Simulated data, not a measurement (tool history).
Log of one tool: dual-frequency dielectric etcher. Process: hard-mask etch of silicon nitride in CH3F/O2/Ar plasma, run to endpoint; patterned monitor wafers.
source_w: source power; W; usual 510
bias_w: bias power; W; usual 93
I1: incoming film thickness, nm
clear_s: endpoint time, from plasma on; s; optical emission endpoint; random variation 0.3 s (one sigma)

run 1 day=0 | source_w=510 bias_w=93 | I1=41.92 | clear_s=46.4
run 2 day=1.642 | source_w=510 bias_w=93 | I1=41.79 | clear_s=46.6
run 3 day=2.379 | source_w=510 bias_w=93 | I1=41.42 | clear_s=46
run 4 day=2.658 | source_w=510 bias_w=93 | I1=41.76 | clear_s=46.1
run 5 day=3.162 | source_w=510 bias_w=93 | I1=41.9 | clear_s=46.4
run 6 day=3.871 | source_w=510 bias_w=93 | I1=41.63 | clear_s=45.9
-- day=5.125 upper electrode replaced
run 7 day=5.817 | source_w=510 bias_w=93 | I1=41.81 | clear_s=45.6
run 8 day=6.371 | source_w=510 bias_w=102 | I1=41.58 | clear_s=44.9
run 9 day=6.671 | source_w=510 bias_w=102 | I1=41.97 | clear_s=44.9
-- day=7.35 bias power generator calibrated
run 10 day=7.371 | source_w=510 bias_w=102 | I1=41.7 | clear_s=44.2
-- day=7.721 source power generator calibrated
run 11 day=7.975 | source_w=390 bias_w=85 | I1=41.89 | clear_s=52.3
run 12 day=8.583 | source_w=510 bias_w=93 | I1=41.72 | clear_s=45.8
run 13 day=9.221 | source_w=510 bias_w=93 | I1=41.26 | clear_s=44.6
-- day=10.242 wet clean of the chamber
run 14 day=10.262 | source_w=560 bias_w=99 | I1=41.55 | clear_s=45.3
run 15 day=10.275 | source_w=590 bias_w=107 | I1=41.92 | clear_s=44.4
run 16 day=10.733 | source_w=460 bias_w=73 | I1=41.73 | clear_s=53
run 17 day=11.204 | source_w=510 bias_w=104 | I1=41.88 | clear_s=46.8
run 18 day=11.788 | source_w=420 bias_w=109 | I1=41.88 | clear_s=49.4
run 19 day=12.479 | source_w=510 bias_w=107 | I1=41.68 | clear_s=45.9
run 20 day=13.004 | source_w=510 bias_w=93 | I1=41.38 | clear_s=46.9

Forecast each of these 3 alternatives for the next run:
run A day=13.021 | source_w=510 bias_w=93 | I1=41.61 | clear_s=?
run B day=13.021 | source_w=600 bias_w=70 | I1=41.61 | clear_s=?
run C day=13.021 | source_w=430 bias_w=93 | I1=41.61 | clear_s=?

run=A clear_s=47.6
run=B clear_s=47.8
run=C clear_s=51
Without the tool's hidden state the same runs would have given:
run=A clear_s=47.6
run=B clear_s=47.9
run=C clear_s=51.1

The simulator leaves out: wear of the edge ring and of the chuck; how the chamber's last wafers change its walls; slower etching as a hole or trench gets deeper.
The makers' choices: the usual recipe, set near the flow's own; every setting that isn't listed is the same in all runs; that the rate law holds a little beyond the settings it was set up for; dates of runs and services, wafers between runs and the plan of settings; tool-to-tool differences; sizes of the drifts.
